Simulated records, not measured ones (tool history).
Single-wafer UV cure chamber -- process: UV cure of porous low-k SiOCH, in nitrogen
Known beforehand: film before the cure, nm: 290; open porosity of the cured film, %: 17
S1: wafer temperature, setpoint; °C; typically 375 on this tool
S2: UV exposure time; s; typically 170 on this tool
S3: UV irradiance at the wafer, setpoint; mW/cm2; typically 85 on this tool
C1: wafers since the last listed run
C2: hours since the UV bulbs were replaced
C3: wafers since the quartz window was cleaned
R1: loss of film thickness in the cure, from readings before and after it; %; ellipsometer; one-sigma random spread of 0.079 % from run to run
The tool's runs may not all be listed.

run     day   S1   S2   S3    C1      C2    C3      R1
  1       0  375  170   85     0    1732  2332   8.595
  2   1.508  375  170   85   290  1768.2  2622   8.603
      6.904  -- quartz window cleaned
  3   9.933  363  170   85  1556  1970.4   583   8.328
  4  11.512  363  170   85   303  2008.3   887   8.175
  5  13.312  364  170   85   346  2051.5  1233   8.309
  6  15.488  375  170   85   418  2103.7  1651   8.535
  7  16.967  375  170   85   284  2139.2  1936   8.525
  8  19.717  384  170   85   529  2205.2  2465   8.568
  9  22.271  375  115   85   491  2266.5  2957   6.751
     25.288  -- quartz window cleaned
 10  25.308  375  170   85   520  2339.4     4   8.295
 11  27.662  375  170   85   452  2395.9   457   8.359
 12  28.767  375  170   85   212  2422.4   669    8.34
 13  31.121  375  170  100   452  2478.9  1122   9.113
 14  33.125  375  170  100   385    2527  1508    8.99
 15  34.308  375  170   61   227  2555.4  1735   6.866
 16  35.383  375  170   85   206  2581.2  1942   8.223
 17  37.075  375  170   85   325  2621.8  2268   8.242
 18  39.812  375  170   85   526  2687.5  2795   8.396
 19  41.325  361  170   85   291  2723.8  3086   7.867
 20  43.196  375  170   85   359  2768.7  3446    8.15
     44.725  -- quartz window cleaned
 21  44.867  375  170   85   257  2808.8    27   8.192
 22    47.2  375  170  118   448  2864.8   476   9.547
 23  49.204  375  170   85   385  2912.9   862   8.031
 24    51.4  363  170   85   422  2965.6  1284   7.945
     52.438  -- UV bulbs replaced
 25  53.288  389  205   99   299    20.4  1583   9.009
 26  56.017  375  170   85   525    85.9  2108   7.513
 27  57.817  375  170   49   346   129.1  2455   5.265
     60.604  -- quartz window cleaned
 28  60.658  375  170   85   482   197.3    10   7.399
 29  62.692  380  115   85   391   246.1   401   5.906
 30  64.062  394  170   57   263     279   665   6.008
 31  65.333  361  265  106   244   309.5   909  10.008
 32  66.938  380  115   85   308     348  1218   5.834
     67.704  -- UV bulbs replaced, repeated, since the last time left the tool worse
 33  69.358  375  270   85   401    39.7  1620  11.183
 34  72.354  375  170   85   576   111.6  2196   9.148
 35  74.004  363   75   66   317   151.2  2514     4.8
 36  75.417  375  200   85   271   185.1  2785   9.867
 37  77.721  357  205   45   443   240.4  3229   6.919
 38  80.329  375  170  102   501     303  3731   9.956
     80.692  -- quartz window cleaned
 39  82.783  375  170   85   408   361.9   402   9.013
 40  84.367  360  105   96   304   399.9   707   7.439
 41  87.208  394   75   85   546   468.1  1254    5.97
 42  89.746  375  170   85   488     529  1742   9.017
 43  91.858  358  260   57   406   579.7  2149   8.775

Predict each of these 4 candidate next runs independently; none follows another, all start after run 43:
  A  91.879  375  170  105   4  580.2  2153   ?
  B  91.879  390   80   53   4  580.2  2153   ?
  C  91.879  375  245   46   4  580.2  2153   ?
  D  91.879  375  220  106   4  580.2  2153   ?

run      R1
  A   9.973
  B    4.53
  C   7.996
  D  11.178
Without the tool's hidden state the same runs would have given:
run      R1
  A  10.227
  B   4.719
  C   8.235
  D  11.441

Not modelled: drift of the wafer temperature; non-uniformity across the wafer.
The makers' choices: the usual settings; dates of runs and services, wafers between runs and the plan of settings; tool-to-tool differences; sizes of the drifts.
